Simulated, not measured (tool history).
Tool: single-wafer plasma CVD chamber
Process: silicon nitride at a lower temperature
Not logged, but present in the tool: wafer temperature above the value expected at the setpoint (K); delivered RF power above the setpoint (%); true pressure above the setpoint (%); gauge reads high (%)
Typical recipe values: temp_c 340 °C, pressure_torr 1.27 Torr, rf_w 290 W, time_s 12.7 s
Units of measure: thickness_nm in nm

run,hour,temp_c,pressure_torr,rf_w,time_s,wafers since the last listed run,hours since the last thermocouple change,hours since the last RF generator calibration,hours since the last manometer calibration,hours since the showerhead was replaced,hours since the gauge calibration,"read-back reference wafer on the same gauge, thickness_nm",thickness_nm
1,0.0,340,1.27,290,12.7,0,450.0,788.8,756.0,6925.2,685.5,11.807,11.564
2,54.5,340,1.27,290,12.7,2278,504.5,843.3,810.5,6979.7,740.0,11.815,11.401
# hour 146.8: RF generator calibrated
3,157.4,340,1.27,290,12.7,3967,607.4,10.6,913.4,7082.6,842.9,11.777,11.824
4,243.3,340,1.27,290,12.7,3591,693.3,96.5,999.3,7168.5,928.8,11.802,11.796
5,294.9,340,1.27,290,12.7,2157,744.9,148.1,1050.9,7220.1,980.4,11.815,11.871
6,338.4,340,1.27,290,12.7,1818,788.4,191.6,1094.4,7263.6,1023.9,11.789,11.964
7,411.7,340,1.27,290,12.7,3064,861.7,264.9,1167.7,7336.9,1097.2,11.788,11.873
8,514.3,340,1.27,290,12.7,4289,964.3,367.5,1270.3,7439.5,1199.8,11.804,11.713
9,564.8,340,1.27,290,13.3,2111,1014.8,418.0,1320.8,7490.0,1250.3,11.819,12.367
# hour 656.7: showerhead replaced, of another model than before
10,667.2,340,1.27,290,13.3,3946,1117.2,520.4,1423.2,10.5,1352.7,11.811,12.399
11,742.1,340,1.27,290,13.3,3131,1192.1,595.3,1498.1,85.4,1427.6,11.820,12.339
12,824.9,340,1.27,250,12.7,3461,1274.9,678.1,1580.9,168.2,1510.4,11.799,10.822
# hour 855.3: capacitance manometer re-zeroed and calibrated
13,890.9,340,1.27,250,12.7,2425,1340.9,744.1,35.6,234.2,1576.4,11.790,10.836
# hour 917.9: RF generator calibrated
# hour 962.3: gauge calibrated
14,975.6,340,1.27,290,11.5,3206,1425.6,57.7,120.3,318.9,13.3,11.787,10.853
# hour 1024.3: thermocouple changed; heater temperature recalibrated
15,1074.6,340,1.27,330,12.7,3804,50.3,156.7,219.3,417.9,112.3,11.787,12.785
16,1115.5,340,1.57,250,10.3,1710,91.2,197.6,260.2,458.8,153.2,11.797,9.263
17,1164.9,340,1.27,290,12.7,2065,140.6,247.0,309.6,508.2,202.6,11.779,11.860
18,1254.4,340,1.27,290,13.3,3742,230.1,336.5,399.1,597.7,292.1,11.782,12.477
19,1345.4,340,1.46,260,10.7,3804,321.1,427.5,490.1,688.7,383.1,11.808,9.701
20,1426.8,340,1.27,290,12.7,3403,402.5,508.9,571.5,770.1,464.5,11.791,11.868
21,1683.4,340,1.27,265,11.0,10728,659.1,765.5,828.1,1026.7,721.1,11.803,9.726
22,1745.7,340,1.27,235,14.5,2604,721.4,827.8,890.4,1089.0,783.4,11.811,11.835
# hour 1764.0: RF generator calibrated
23,1803.7,340,1.27,290,12.7,2090,779.4,39.7,948.4,1147.0,841.4,11.814,11.879
24,1869.6,340,1.55,245,12.7,2755,845.3,105.6,1014.3,1212.9,907.3,11.785,11.227
25,1917.2,349,1.27,290,13.9,1990,892.9,153.2,1061.9,1260.5,954.9,11.792,12.984
26,2009.1,346,1.45,290,12.7,3842,984.8,245.1,1153.8,1352.4,1046.8,11.794,12.243
27,2059.7,340,1.27,290,12.7,2115,1035.4,295.7,1204.4,1403.0,1097.4,11.806,11.791
28,2165.8,352,1.27,290,12.7,4436,1141.5,401.8,1310.5,1509.1,1203.5,11.790,11.872

Pick out some run-to-run changes in thickness_nm. Of each, how much would a tool without hidden state show as well, from the settings, what came in and chance, and how much is left for the hidden state and any gauge scatter not in both results compared?
Run 2 -> 3: RF generator calibrated. thickness_nm +0.423 nm: hidden state +0.417, all else +0.006.
Run 15 -> 16: pressure_torr 1.27 -> 1.57, rf_w 330 -> 250, time_s 12.7 -> 10.3. thickness_nm -3.522 nm: hidden state +0.002, all else -3.524.
Run 18 -> 19: pressure_torr 1.27 -> 1.46, rf_w 290 -> 260, time_s 13.3 -> 10.7. thickness_nm -2.776 nm: hidden state -0.010, all else -2.766.
Run 22 -> 23: rf_w 235 -> 290, time_s 14.5 -> 12.7, RF generator calibrated. thickness_nm +0.044 nm: hidden state +0.254, all else -0.210.

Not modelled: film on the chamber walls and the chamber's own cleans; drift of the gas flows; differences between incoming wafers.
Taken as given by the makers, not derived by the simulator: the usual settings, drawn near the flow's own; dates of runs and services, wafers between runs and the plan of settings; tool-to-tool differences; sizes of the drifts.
